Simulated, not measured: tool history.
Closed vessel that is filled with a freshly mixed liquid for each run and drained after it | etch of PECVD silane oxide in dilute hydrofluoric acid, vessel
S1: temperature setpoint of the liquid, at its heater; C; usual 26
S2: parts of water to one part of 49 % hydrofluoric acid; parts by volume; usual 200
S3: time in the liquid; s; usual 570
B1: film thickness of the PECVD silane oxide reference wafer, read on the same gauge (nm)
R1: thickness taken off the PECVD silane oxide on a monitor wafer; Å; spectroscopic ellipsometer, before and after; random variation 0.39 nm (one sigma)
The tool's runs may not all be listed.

{"run": 1, "hour": 0.0, "S1": 26, "S2": 200, "S3": 570, "B1": 150.05, "R1": 544.2}
{"run": 2, "hour": 72.5, "S1": 26, "S2": 200, "S3": 570, "B1": 150.01, "R1": 542.5}
{"run": 3, "hour": 172.9, "S1": 26, "S2": 260, "S3": 365, "B1": 150.02, "R1": 249.8}
{"run": 4, "hour": 249.6, "S1": 26, "S2": 200, "S3": 570, "B1": 150.02, "R1": 543}
{"run": 5, "hour": 298.4, "S1": 23, "S2": 200, "S3": 570, "B1": 150.01, "R1": 486.8}
{"run": 6, "hour": 377.3, "S1": 23, "S2": 200, "S3": 570, "B1": 149.99, "R1": 480.6}
{"run": 7, "hour": 473.8, "S1": 23, "S2": 200, "S3": 570, "B1": 150.01, "R1": 488.8}
{"hour": 532.3, "done": "thermometer replaced"}
{"run": 8, "hour": 537.5, "S1": 29, "S2": 200, "S3": 570, "B1": 150.01, "R1": 608.9}
{"run": 9, "hour": 590.9, "S1": 29, "S2": 200, "S3": 570, "B1": 149.98, "R1": 616.7}
{"hour": 649.1, "done": "gauge calibrated"}
{"run": 10, "hour": 691.1, "S1": 27.5, "S2": 200, "S3": 890, "B1": 149.98, "R1": 909.6}
{"run": 11, "hour": 727.6, "S1": 29, "S2": 290, "S3": 900, "B1": 149.99, "R1": 600.5}
{"run": 12, "hour": 767.0, "S1": 30, "S2": 265, "S3": 895, "B1": 149.96, "R1": 704.5}
{"hour": 778.7, "done": "hydrofluoric acid flow meter replaced"}
{"run": 13, "hour": 818.7, "S1": 26, "S2": 200, "S3": 700, "B1": 150.01, "R1": 649.1}
{"run": 14, "hour": 1096.6, "S1": 27.5, "S2": 200, "S3": 720, "B1": 150, "R1": 703}
{"run": 15, "hour": 1166.9, "S1": 26, "S2": 200, "S3": 570, "B1": 150.03, "R1": 538.7}
{"run": 16, "hour": 1272.3, "S1": 30.5, "S2": 290, "S3": 570, "B1": 149.93, "R1": 396.9}
{"run": 17, "hour": 1468.2, "S1": 27.5, "S2": 200, "S3": 570, "B1": 150, "R1": 562.9}
{"run": 18, "hour": 1505.2, "S1": 26, "S2": 200, "S3": 570, "B1": 150.03, "R1": 542.4}
{"run": 19, "hour": 1568.7, "S1": 26, "S2": 200, "S3": 745, "B1": 149.97, "R1": 716.1}

Measured less the same run without the tool's hidden state. The same run-to-run variation is in both; the gauge's scatter may not be:
The hidden state here: liquid colder than its thermometer reads (K); hydrofluoric acid flow above the setpoint (%); gauge reads high (%).
run=1 R1=+13.9
run=2 R1=+14.7
run=3 R1=+7.6
run=4 R1=+16.8
run=5 R1=+15.4
run=6 R1=+15.9
run=7 R1=+17.2
run=8 R1=+22.8
run=9 R1=+23.8
run=10 R1=+36.7
run=11 R1=+26.4
run=12 R1=+31.2
run=13 R1=+3.5
run=14 R1=+8.2
run=15 R1=+7.1
run=16 R1=+6.6
run=17 R1=+11.1
run=18 R1=+11
run=19 R1=+15.7
